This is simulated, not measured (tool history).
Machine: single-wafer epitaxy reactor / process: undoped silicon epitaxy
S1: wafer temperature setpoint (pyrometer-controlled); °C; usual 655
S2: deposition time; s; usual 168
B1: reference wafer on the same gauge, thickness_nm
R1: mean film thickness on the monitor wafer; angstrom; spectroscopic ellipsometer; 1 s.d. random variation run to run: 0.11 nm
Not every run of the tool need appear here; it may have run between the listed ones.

run    hour   S1   S2      B1      R1
  1     0.0  655  168  35.606  326.94
  2    37.8  655  168  35.619  326.68
  3   138.3  655  168  35.604  323.45
  4   234.3  655  168  35.592  322.95
      347.2  -- pyrometer calibrated
  5   347.7  655  168  35.603  334.35
  6   389.7  655  168  35.552  334.37
  7   482.9  655  168  35.616  333.53
  8   560.5  655  168  35.637  333.98
  9   669.9  655  190  35.577  376.27
 10   755.5  655  190  35.594  375.02
 11   841.2  655  190  35.584  376.49
      986.0  -- gauge calibrated
 12   998.7  655  168  35.576  332.81
 13  1089.5  655  168  35.605  330.35
 14  1180.8  655  183  35.604  358.56
 15  1254.7  655  183  35.604  359.15
 16  1343.7  647  153  35.598  255.71
 17  1388.7  649  155  35.590  268.76
 18  1465.8  666  154  35.598  371.83

Run 19, settings as shown, results not yet in. Your forecast:
 19  1520.4  655  168   ?   ?

B1: 35.595
R1: 325.83 angstrom
On a tool with no hidden condition, and with the same random variation, this run would have come out at R1 335.27 angstrom.
